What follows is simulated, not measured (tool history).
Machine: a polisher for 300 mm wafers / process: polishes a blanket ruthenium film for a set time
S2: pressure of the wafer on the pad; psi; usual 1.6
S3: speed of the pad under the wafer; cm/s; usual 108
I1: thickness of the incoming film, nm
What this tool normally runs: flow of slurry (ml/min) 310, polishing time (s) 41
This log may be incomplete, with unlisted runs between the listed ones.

run 1 hour=0.0 | flow_of_slurry_(ml/min)=310 S2=1.6 S3=108 polishing_time_(s)=41 | I1=394.2 | film_removed_(nm)=36.6
run 2 hour=15.3 | flow_of_slurry_(ml/min)=310 S2=1.6 S3=108 polishing_time_(s)=41 | I1=386.2 | film_removed_(nm)=35.6
run 3 hour=53.0 | flow_of_slurry_(ml/min)=310 S2=1.6 S3=108 polishing_time_(s)=46 | I1=389.3 | film_removed_(nm)=39.2
run 4 hour=64.0 | flow_of_slurry_(ml/min)=310 S2=1.6 S3=108 polishing_time_(s)=41 | I1=388.9 | film_removed_(nm)=34.4
run 5 hour=75.4 | flow_of_slurry_(ml/min)=310 S2=1.6 S3=108 polishing_time_(s)=41 | I1=388.1 | film_removed_(nm)=34.8
run 6 hour=83.4 | flow_of_slurry_(ml/min)=310 S2=1.6 S3=108 polishing_time_(s)=41 | I1=395.2 | film_removed_(nm)=34.1
run 7 hour=97.9 | flow_of_slurry_(ml/min)=310 S2=1.6 S3=108 polishing_time_(s)=41 | I1=388.9 | film_removed_(nm)=34.1
run 8 hour=113.8 | flow_of_slurry_(ml/min)=310 S2=1.6 S3=118 polishing_time_(s)=41 | I1=396.8 | film_removed_(nm)=35.4
run 9 hour=123.1 | flow_of_slurry_(ml/min)=310 S2=1.6 S3=118 polishing_time_(s)=41 | I1=394.7 | film_removed_(nm)=36.0
-- hour=133.2 worn pad replaced by a new one
run 10 hour=137.2 | flow_of_slurry_(ml/min)=310 S2=1.6 S3=108 polishing_time_(s)=41 | I1=389.5 | film_removed_(nm)=36.7
run 11 hour=150.4 | flow_of_slurry_(ml/min)=310 S2=1.4 S3=124 polishing_time_(s)=41 | I1=391.6 | film_removed_(nm)=36.7
run 12 hour=161.1 | flow_of_slurry_(ml/min)=310 S2=1.6 S3=108 polishing_time_(s)=41 | I1=391.9 | film_removed_(nm)=36.1
run 13 hour=169.4 | flow_of_slurry_(ml/min)=310 S2=1.6 S3=108 polishing_time_(s)=41 | I1=394.0 | film_removed_(nm)=35.8
run 14 hour=177.7 | flow_of_slurry_(ml/min)=310 S2=1.6 S3=108 polishing_time_(s)=41 | I1=396.7 | film_removed_(nm)=35.8
run 15 hour=186.5 | flow_of_slurry_(ml/min)=310 S2=1.6 S3=132 polishing_time_(s)=52 | I1=381.9 | film_removed_(nm)=55.7
run 16 hour=198.9 | flow_of_slurry_(ml/min)=310 S2=1.6 S3=132 polishing_time_(s)=52 | I1=392.1 | film_removed_(nm)=54.7
run 17 hour=205.2 | flow_of_slurry_(ml/min)=310 S2=1.6 S3=108 polishing_time_(s)=41 | I1=395.6 | film_removed_(nm)=35.2
-- hour=212.9 head pressure recalibrated
run 18 hour=219.7 | flow_of_slurry_(ml/min)=240 S2=1.4 S3=108 polishing_time_(s)=41 | I1=397.8 | film_removed_(nm)=29.3
run 19 hour=226.9 | flow_of_slurry_(ml/min)=275 S2=1.6 S3=108 polishing_time_(s)=54 | I1=388.9 | film_removed_(nm)=44.6
run 20 hour=239.8 | flow_of_slurry_(ml/min)=360 S2=1.2 S3=138 polishing_time_(s)=41 | I1=386.4 | film_removed_(nm)=32.1
run 21 hour=251.7 | flow_of_slurry_(ml/min)=310 S2=1.6 S3=108 polishing_time_(s)=41 | I1=388.5 | film_removed_(nm)=32.7
run 22 hour=265.8 | flow_of_slurry_(ml/min)=310 S2=1.6 S3=108 polishing_time_(s)=41 | I1=388.4 | film_removed_(nm)=31.8
run 23 hour=276.6 | flow_of_slurry_(ml/min)=310 S2=1.6 S3=108 polishing_time_(s)=41 | I1=394.6 | film_removed_(nm)=31.0
-- hour=281.3 worn pad replaced by a new one
run 24 hour=289.3 | flow_of_slurry_(ml/min)=310 S2=1.0 S3=80 polishing_time_(s)=45 | I1=392.7 | film_removed_(nm)=18.7
run 25 hour=297.4 | flow_of_slurry_(ml/min)=310 S2=1.6 S3=108 polishing_time_(s)=34 | I1=387.8 | film_removed_(nm)=29.7
run 26 hour=313.2 | flow_of_slurry_(ml/min)=250 S2=1.6 S3=108 polishing_time_(s)=41 | I1=394.0 | film_removed_(nm)=35.7
run 27 hour=323.6 | flow_of_slurry_(ml/min)=310 S2=1.6 S3=108 polishing_time_(s)=41 | I1=390.5 | film_removed_(nm)=35.5
run 28 hour=330.3 | flow_of_slurry_(ml/min)=310 S2=1.8 S3=108 polishing_time_(s)=41 | I1=397.3 | film_removed_(nm)=41.3
run 29 hour=340.2 | flow_of_slurry_(ml/min)=310 S2=1.6 S3=108 polishing_time_(s)=41 | I1=383.7 | film_removed_(nm)=35.1
-- hour=341.8 slurry nozzle cleaned
run 30 hour=347.8 | flow_of_slurry_(ml/min)=310 S2=1.6 S3=108 polishing_time_(s)=33 | I1=393.0 | film_removed_(nm)=28.6
run 31 hour=364.6 | flow_of_slurry_(ml/min)=310 S2=2.0 S3=108 polishing_time_(s)=41 | I1=389.3 | film_removed_(nm)=43.8
run 32 hour=382.3 | flow_of_slurry_(ml/min)=255 S2=1.6 S3=72 polishing_time_(s)=41 | I1=388.4 | film_removed_(nm)=22.0
-- hour=399.9 worn pad replaced by a new one
run 33 hour=400.4 | flow_of_slurry_(ml/min)=310 S2=1.6 S3=108 polishing_time_(s)=41 | I1=389.3 | film_removed_(nm)=36.2
run 34 hour=404.7 | flow_of_slurry_(ml/min)=310 S2=1.6 S3=108 polishing_time_(s)=41 | I1=388.9 | film_removed_(nm)=36.5
run 35 hour=417.4 | flow_of_slurry_(ml/min)=310 S2=1.6 S3=132 polishing_time_(s)=52 | I1=387.1 | film_removed_(nm)=55.4
run 36 hour=432.7 | flow_of_slurry_(ml/min)=270 S2=1.6 S3=118 polishing_time_(s)=41 | I1=392.6 | film_removed_(nm)=39.1
run 37 hour=440.2 | flow_of_slurry_(ml/min)=310 S2=1.6 S3=108 polishing_time_(s)=41 | I1=388.3 | film_removed_(nm)=36.3
run 38 hour=452.9 | flow_of_slurry_(ml/min)=230 S2=1.6 S3=108 polishing_time_(s)=55 | I1=392.1 | film_removed_(nm)=47.0

How would selected steps in film removed (nm) from run to run divide? Give the signed amount a tool lacking its hidden state would still show from settings, what came in and random variation, and the signed amount left for the hidden state, including any gauge scatter that is not in both of the compared results.
Unlogged tool condition in this case: removal rate lost through wear of the pad, %; slurry flow missing at the pad, %; deviation of the head's pressure from its setpoint, %.
Run 9 -> 10: S3 118 -> 108, worn pad replaced by a new one. film removed (nm) +0.7: hidden state +4.4, all else -3.7.
Run 14 -> 15: S3 108 -> 132, polishing time (s) 41 -> 52. film removed (nm) +19.9: hidden state -0.8, all else +20.7.
Run 16 -> 17: S3 132 -> 108, polishing time (s) 52 -> 41. film removed (nm) -19.5: hidden state +0.5, all else -20.0.
Run 18 -> 19: flow of slurry (ml/min) 240 -> 275, S2 1.4 -> 1.6, polishing time (s) 41 -> 54. film removed (nm) +15.3: hidden state -1.4, all else +16.7.
Run 23 -> 24: S2 1.6 -> 1.0, S3 108 -> 80, polishing time (s) 41 -> 45, worn pad replaced by a new one. film removed (nm) -12.3: hidden state +5.6, all else -17.9.
Run 31 -> 32: flow of slurry (ml/min) 310 -> 255, S2 2.0 -> 1.6, S3 108 -> 72. film removed (nm) -21.8: hidden state +0.6, all else -22.4.
